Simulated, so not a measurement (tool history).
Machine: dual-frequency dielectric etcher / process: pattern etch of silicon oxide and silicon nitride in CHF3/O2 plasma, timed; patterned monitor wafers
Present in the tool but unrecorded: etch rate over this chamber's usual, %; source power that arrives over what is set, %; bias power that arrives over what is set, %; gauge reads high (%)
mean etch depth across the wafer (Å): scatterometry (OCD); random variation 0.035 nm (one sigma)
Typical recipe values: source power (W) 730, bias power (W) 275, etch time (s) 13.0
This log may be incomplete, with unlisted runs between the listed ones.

run	hour	source power (W)	bias power (W)	etch time (s)	wafers since the last listed run	hours since the last wet clean	hours since the last source power generator calibration	hours since the last bias power generator calibration	hours since the last upper electrode change	hours since the gauge calibration	read-back reference wafer on the same gauge, depth_nm	mean etch depth across the wafer (Å)
1	0.0	610	307	13.0	0	364.0	3182.5	1833.9	2763.9	101.2	25.80	218.5
2	7.8	730	225	10.0	106	371.8	3190.3	1841.7	2771.7	109.0	25.80	166.2
3	24.7	730	275	13.0	230	388.7	3207.2	1858.6	2788.6	125.9	25.81	223.1
4	38.0	730	275	16.0	181	402.0	3220.5	1871.9	2801.9	139.2	25.81	275.0
5	54.7	730	275	16.0	227	418.7	3237.2	1888.6	2818.6	155.9	25.80	273.7
6	68.2	730	275	16.0	184	432.2	3250.7	1902.1	2832.1	169.4	25.80	274.0
# hour 76.6: source power generator calibrated
7	77.2	730	275	13.0	68	441.2	0.6	1911.1	2841.1	178.4	25.80	222.5
# hour 82.8: gauge calibrated
8	85.4	730	275	13.0	111	449.4	8.8	1919.3	2849.3	2.6	25.79	222.2
9	97.1	610	307	13.0	159	461.1	20.5	1931.0	2861.0	14.3	25.80	216.7
10	103.5	730	275	13.0	87	467.5	26.9	1937.4	2867.4	20.7	25.80	221.9
# hour 127.6: wet clean of the chamber
# hour 149.3: bias power generator calibrated
# hour 150.2: upper electrode replaced
11	150.7	730	230	13.0	249	23.1	74.1	1.4	0.5	67.9	25.79	222.7
12	151.0	730	275	17.0	4	23.4	74.4	1.7	0.8	68.2	25.80	299.6
13	151.3	650	253	13.0	4	23.7	74.7	2.0	1.1	68.5	25.81	219.5
14	152.7	600	310	16.0	19	25.1	76.1	3.4	2.5	69.9	25.80	276.1
15	161.4	590	319	17.0	118	33.8	84.8	12.1	11.2	78.6	25.79	293.2
16	175.0	730	236	13.0	185	47.4	98.4	25.7	24.8	92.2	25.80	222.4
17	188.6	730	328	13.0	185	61.0	112.0	39.3	38.4	105.8	25.80	236.4

Measured less the same run without the tool's hidden state. The same run-to-run variation is in both; the gauge's scatter may not be:
run	mean etch depth across the wafer (Å)
1	-7.1
2	-5.5
3	-7.8
4	-10.0
5	-10.3
6	-10.7
7	-8.9
8	-9.0
9	-9.0
10	-9.4
11	-1.5
12	-2.0
13	-1.5
14	-1.9
15	-2.2
16	-2.0
17	-2.4
